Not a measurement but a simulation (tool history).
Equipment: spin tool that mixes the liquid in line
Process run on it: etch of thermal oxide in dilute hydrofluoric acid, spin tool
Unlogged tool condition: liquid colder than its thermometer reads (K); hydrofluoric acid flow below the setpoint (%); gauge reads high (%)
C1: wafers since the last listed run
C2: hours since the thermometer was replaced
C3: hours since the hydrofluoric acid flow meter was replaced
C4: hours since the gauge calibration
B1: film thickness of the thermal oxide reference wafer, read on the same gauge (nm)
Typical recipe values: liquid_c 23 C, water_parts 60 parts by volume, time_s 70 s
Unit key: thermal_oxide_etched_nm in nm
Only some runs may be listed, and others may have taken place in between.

{"run": 1, "hour": 0.0, "liquid_c": 23, "water_parts": 60, "time_s": 80, "C1": 0, "C2": 1399.7, "C3": 1976.5, "C4": 888.5, "B1": 40.01, "thermal_oxide_etched_nm": 4.92}
{"run": 2, "hour": 18.3, "liquid_c": 22, "water_parts": 50, "time_s": 70, "C1": 187, "C2": 1418, "C3": 1994.8, "C4": 906.8, "B1": 39.99, "thermal_oxide_etched_nm": 5.05}
{"run": 3, "hour": 52.3, "liquid_c": 22, "water_parts": 50, "time_s": 70, "C1": 348, "C2": 1452, "C3": 2028.8, "C4": 940.8, "B1": 40.01, "thermal_oxide_etched_nm": 4.97}
{"run": 4, "hour": 81.0, "liquid_c": 23, "water_parts": 70, "time_s": 70, "C1": 294, "C2": 1480.7, "C3": 2057.5, "C4": 969.5, "B1": 39.97, "thermal_oxide_etched_nm": 3.59}
{"run": 5, "hour": 113.6, "liquid_c": 23, "water_parts": 70, "time_s": 70, "C1": 334, "C2": 1513.3, "C3": 2090.1, "C4": 1002.1, "B1": 40.05, "thermal_oxide_etched_nm": 3.61}
{"run": 6, "hour": 148.9, "liquid_c": 23, "water_parts": 60, "time_s": 70, "C1": 362, "C2": 1548.6, "C3": 2125.4, "C4": 1037.4, "B1": 40.02, "thermal_oxide_etched_nm": 4.18}
{"run": 7, "hour": 176.6, "liquid_c": 23, "water_parts": 60, "time_s": 70, "C1": 284, "C2": 1576.3, "C3": 2153.1, "C4": 1065.1, "B1": 40.01, "thermal_oxide_etched_nm": 4.19}
{"run": 8, "hour": 195.2, "liquid_c": 23, "water_parts": 60, "time_s": 70, "C1": 190, "C2": 1594.9, "C3": 2171.7, "C4": 1083.7, "B1": 39.99, "thermal_oxide_etched_nm": 4.2}
{"hour": 208.7, "done": "hydrofluoric acid flow meter replaced"}
{"run": 9, "hour": 228.5, "liquid_c": 23, "water_parts": 60, "time_s": 70, "C1": 331, "C2": 1628.2, "C3": 19.8, "C4": 1117, "B1": 39.96, "thermal_oxide_etched_nm": 4.63}
{"run": 10, "hour": 250.2, "liquid_c": 21, "water_parts": 40, "time_s": 70, "C1": 222, "C2": 1649.9, "C3": 41.5, "C4": 1138.7, "B1": 39.99, "thermal_oxide_etched_nm": 6.6}
{"run": 11, "hour": 263.5, "liquid_c": 19.5, "water_parts": 70, "time_s": 70, "C1": 136, "C2": 1663.2, "C3": 54.8, "C4": 1152, "B1": 40.02, "thermal_oxide_etched_nm": 3.38}
{"run": 12, "hour": 292.0, "liquid_c": 24.5, "water_parts": 60, "time_s": 45, "C1": 292, "C2": 1691.7, "C3": 83.3, "C4": 1180.5, "B1": 40.03, "thermal_oxide_etched_nm": 3.2}
{"run": 13, "hour": 319.8, "liquid_c": 23, "water_parts": 80, "time_s": 100, "C1": 285, "C2": 1719.5, "C3": 111.1, "C4": 1208.3, "B1": 39.99, "thermal_oxide_etched_nm": 4.81}
{"run": 14, "hour": 347.6, "liquid_c": 26.5, "water_parts": 60, "time_s": 80, "C1": 285, "C2": 1747.3, "C3": 138.9, "C4": 1236.1, "B1": 39.98, "thermal_oxide_etched_nm": 6.17}
{"run": 15, "hour": 381.8, "liquid_c": 26.5, "water_parts": 60, "time_s": 35, "C1": 350, "C2": 1781.5, "C3": 173.1, "C4": 1270.3, "B1": 40.01, "thermal_oxide_etched_nm": 2.69}
{"run": 16, "hour": 400.4, "liquid_c": 19, "water_parts": 60, "time_s": 40, "C1": 190, "C2": 1800.1, "C3": 191.7, "C4": 1288.9, "B1": 39.95, "thermal_oxide_etched_nm": 2.23}
{"run": 17, "hour": 415.0, "liquid_c": 23, "water_parts": 35, "time_s": 70, "C1": 149, "C2": 1814.7, "C3": 206.3, "C4": 1303.5, "B1": 40.04, "thermal_oxide_etched_nm": 8.11}
{"run": 18, "hour": 500.2, "liquid_c": 21, "water_parts": 60, "time_s": 95, "C1": 873, "C2": 1899.9, "C3": 291.5, "C4": 1388.7, "B1": 39.99, "thermal_oxide_etched_nm": 5.63}
{"run": 19, "hour": 518.1, "liquid_c": 23, "water_parts": 60, "time_s": 70, "C1": 183, "C2": 1917.8, "C3": 309.4, "C4": 1406.6, "B1": 40, "thermal_oxide_etched_nm": 4.49}
{"hour": 523.2, "done": "thermometer replaced"}
{"run": 20, "hour": 542.0, "liquid_c": 23, "water_parts": 80, "time_s": 100, "C1": 234, "C2": 18.8, "C3": 333.3, "C4": 1430.5, "B1": 40.01, "thermal_oxide_etched_nm": 5.18}
{"hour": 572.5, "done": "gauge calibrated"}
{"run": 21, "hour": 575.6, "liquid_c": 25.5, "water_parts": 45, "time_s": 70, "C1": 344, "C2": 52.4, "C3": 366.9, "C4": 3.1, "B1": 40.03, "thermal_oxide_etched_nm": 7.49}
{"run": 22, "hour": 593.9, "liquid_c": 19.5, "water_parts": 60, "time_s": 90, "C1": 187, "C2": 70.7, "C3": 385.2, "C4": 21.4, "B1": 40, "thermal_oxide_etched_nm": 5.58}
{"run": 23, "hour": 617.4, "liquid_c": 27, "water_parts": 60, "time_s": 105, "C1": 241, "C2": 94.2, "C3": 408.7, "C4": 44.9, "B1": 39.98, "thermal_oxide_etched_nm": 8.75}
{"run": 24, "hour": 646.8, "liquid_c": 21.5, "water_parts": 50, "time_s": 90, "C1": 301, "C2": 123.6, "C3": 438.1, "C4": 74.3, "B1": 39.99, "thermal_oxide_etched_nm": 7.34}
{"run": 25, "hour": 668.4, "liquid_c": 21.5, "water_parts": 60, "time_s": 70, "C1": 221, "C2": 145.2, "C3": 459.7, "C4": 95.9, "B1": 40.02, "thermal_oxide_etched_nm": 4.56}
{"run": 26, "hour": 681.0, "liquid_c": 23, "water_parts": 60, "time_s": 35, "C1": 129, "C2": 157.8, "C3": 472.3, "C4": 108.5, "B1": 39.99, "thermal_oxide_etched_nm": 2.46}
{"run": 27, "hour": 779.6, "liquid_c": 25, "water_parts": 60, "time_s": 70, "C1": 1011, "C2": 256.4, "C3": 570.9, "C4": 207.1, "B1": 39.97, "thermal_oxide_etched_nm": 5.27}
{"run": 28, "hour": 808.5, "liquid_c": 23, "water_parts": 60, "time_s": 105, "C1": 296, "C2": 285.3, "C3": 599.8, "C4": 236, "B1": 39.95, "thermal_oxide_etched_nm": 7.25}
{"run": 29, "hour": 843.4, "liquid_c": 23, "water_parts": 85, "time_s": 40, "C1": 357, "C2": 320.2, "C3": 634.7, "C4": 270.9, "B1": 39.98, "thermal_oxide_etched_nm": 1.9}
{"run": 30, "hour": 874.0, "liquid_c": 21, "water_parts": 70, "time_s": 95, "C1": 313, "C2": 350.8, "C3": 665.3, "C4": 301.5, "B1": 40.01, "thermal_oxide_etched_nm": 5.11}
{"run": 31, "hour": 894.3, "liquid_c": 23, "water_parts": 60, "time_s": 70, "C1": 208, "C2": 371.1, "C3": 685.6, "C4": 321.8, "B1": 40.01, "thermal_oxide_etched_nm": 4.8}
{"run": 32, "hour": 913.6, "liquid_c": 26, "water_parts": 60, "time_s": 70, "C1": 197, "C2": 390.4, "C3": 704.9, "C4": 341.1, "B1": 39.98, "thermal_oxide_etched_nm": 5.4}
{"run": 33, "hour": 936.3, "liquid_c": 23, "water_parts": 60, "time_s": 70, "C1": 232, "C2": 413.1, "C3": 727.6, "C4": 363.8, "B1": 40.04, "thermal_oxide_etched_nm": 4.81}

What if the next run were any one of these 5? Each begins from the tool's condition after run 33:
{"run": "A", "hour": 936.7, "liquid_c": 23, "water_parts": 60, "time_s": 70, "C1": 4, "C2": 413.5, "C3": 728, "C4": 364.2, "B1": "?", "thermal_oxide_etched_nm": "?"}
{"run": "B", "hour": 936.7, "liquid_c": 24.5, "water_parts": 75, "time_s": 40, "C1": 4, "C2": 413.5, "C3": 728, "C4": 364.2, "B1": "?", "thermal_oxide_etched_nm": "?"}
{"run": "C", "hour": 936.7, "liquid_c": 27.5, "water_parts": 60, "time_s": 70, "C1": 4, "C2": 413.5, "C3": 728, "C4": 364.2, "B1": "?", "thermal_oxide_etched_nm": "?"}
{"run": "D", "hour": 936.7, "liquid_c": 23, "water_parts": 50, "time_s": 70, "C1": 4, "C2": 413.5, "C3": 728, "C4": 364.2, "B1": "?", "thermal_oxide_etched_nm": "?"}
{"run": "E", "hour": 936.7, "liquid_c": 27, "water_parts": 85, "time_s": 70, "C1": 4, "C2": 413.5, "C3": 728, "C4": 364.2, "B1": "?", "thermal_oxide_etched_nm": "?"}

run=A B1=39.97 thermal_oxide_etched_nm=4.82
run=B B1=39.97 thermal_oxide_etched_nm=2.3
run=C B1=39.97 thermal_oxide_etched_nm=5.79
run=D B1=39.97 thermal_oxide_etched_nm=5.87
run=E B1=39.97 thermal_oxide_etched_nm=3.86
Stripped of hidden state, with their random variation kept, the same runs would have yielded:
run=A thermal_oxide_etched_nm=5.24
run=B thermal_oxide_etched_nm=2.5
run=C thermal_oxide_etched_nm=6.28
run=D thermal_oxide_etched_nm=6.37
run=E thermal_oxide_etched_nm=4.2
